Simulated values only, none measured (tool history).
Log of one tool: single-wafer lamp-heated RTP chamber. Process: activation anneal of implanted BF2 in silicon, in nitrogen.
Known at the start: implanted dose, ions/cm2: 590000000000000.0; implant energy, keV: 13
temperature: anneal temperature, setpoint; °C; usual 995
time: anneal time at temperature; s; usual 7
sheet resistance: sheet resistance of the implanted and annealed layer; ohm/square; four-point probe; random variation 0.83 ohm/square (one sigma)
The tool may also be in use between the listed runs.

run     day  temperature  time  read-back reference wafer on the same gauge, sheet resistance  sheet resistance
  1   0.000          980     7                                                         341.76            326.79
      3.421  -- gauge calibrated
  2   3.512         1006     7                                                         342.10            286.10
      4.579  -- pyrometer window cleaned and pyrometer calibrated
      5.854  -- reflector plate cleaned
  3   6.738         1006     7                                                         341.84            284.96
  4  20.004         1006     7                                                         342.11            285.35
     22.388  -- pyrometer window cleaned and pyrometer calibrated
     24.917  -- reflector plate cleaned
  5  27.562          995     7                                                         341.74            300.34
  6  30.342          995     7                                                         342.09            301.78
  7  34.554          995     7                                                         341.93            301.75
     36.629  -- pyrometer window cleaned and pyrometer calibrated
  8  38.812          995     7                                                         341.98            299.60
  9  40.988          982     4                                                         342.01            341.89
 10  43.021          995     7                                                         341.97            300.47
     44.871  -- gauge calibrated
 11  45.021          995     7                                                         342.04            301.17
     47.208  -- reflector plate cleaned
 12  47.229         1003     5                                                         342.03            299.44
 13  49.842         1013     7                                                         341.89            279.02
     51.308  -- pyrometer window cleaned and pyrometer calibrated
 14  52.300         1019     4                                                         341.82            284.93
 15  54.800          987    11                                                         342.01            298.55
 16  57.404         1015     7                                                         342.04            276.00
     67.025  -- reflector plate cleaned
 17  67.046         1009     3                                                         341.96            304.91
     68.138  -- pyrometer window cleaned and pyrometer calibrated
 18  69.396          995     7                                                         342.07            301.39
 19  72.588          995     4                                                         341.98            319.18
 20  74.308         1025     9                                                         341.93            260.50
 21  78.508          970    10                                                         341.97            339.61
 22  82.421          995     7                                                         342.07            300.15

5 ways to go on from here, each from the tool as it stands after run 22. What would each give?
  A  82.438          995     9                                                              ?                 ?
  B  82.438          981     7                                                              ?                 ?
  C  82.438          967     4                                                              ?                 ?
  D  82.438         1010     9                                                              ?                 ?
  E  82.438          973    10                                                              ?                 ?

run  read-back reference wafer on the same gauge, sheet resistance  sheet resistance
  A                                                         342.02            292.74
  B                                                         342.02            326.17
  C                                                         342.02            369.76
  D                                                         342.02            274.13
  E                                                         342.02            332.10
Without the tool's hidden state the same runs would have given:
run  sheet resistance
  A            292.74
  B            326.17
  C            369.76
  D            274.13
  E            332.10

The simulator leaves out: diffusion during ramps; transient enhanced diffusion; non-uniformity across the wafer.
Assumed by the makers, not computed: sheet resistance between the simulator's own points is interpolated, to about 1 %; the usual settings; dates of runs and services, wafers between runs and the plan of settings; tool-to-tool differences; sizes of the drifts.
